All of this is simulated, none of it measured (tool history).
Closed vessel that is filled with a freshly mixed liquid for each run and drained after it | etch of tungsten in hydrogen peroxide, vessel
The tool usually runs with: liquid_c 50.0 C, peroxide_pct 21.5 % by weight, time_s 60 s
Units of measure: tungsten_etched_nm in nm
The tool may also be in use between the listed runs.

run,day,liquid_c,peroxide_pct,time_s,"read-back film thickness of the tungsten reference wafer, read on the same gauge (nm)",tungsten_etched_nm
1,0.000,50.0,21.5,85,29.99,170.21
2,1.883,50.0,21.5,85,29.96,171.45
3,3.067,50.0,21.5,85,29.99,170.99
4,5.933,50.0,21.5,60,30.01,120.80
5,8.654,45.5,21.5,60,29.97,90.72
# day 11.125: gauge calibrated
6,11.583,45.5,21.5,60,30.00,91.02
7,13.546,50.0,21.5,60,30.01,120.88
8,15.696,47.0,24.5,60,30.03,106.59
# day 16.217: new drum of peroxide connected
# day 16.312: peroxide flow meter replaced
9,16.700,40.5,19.0,35,29.99,35.86
# day 18.479: thermometer replaced
10,18.817,50.0,21.5,60,29.95,125.69
11,21.154,40.5,19.0,35,30.03,37.84
12,23.179,41.5,21.5,85,30.02,103.95
13,25.762,50.0,27.5,50,30.06,118.70
14,28.671,50.0,24.5,60,30.00,133.30
15,30.400,55.0,18.0,30,30.00,77.30

State the hidden condition of the tool at each of the runs:
peroxide flow below the setpoint (%): 0 in every run
peroxide weaker than its label (%): 0 in every run
gauge reads high (%): 0 in every run
H1: liquid colder than its thermometer reads (K)
run,H1
1,0.659
2,0.673
3,0.682
4,0.704
5,0.724
6,0.746
7,0.761
8,0.777
9,0.785
10,0.0242
11,0.0418
12,0.057
13,0.0764
14,0.0983
15,0.111
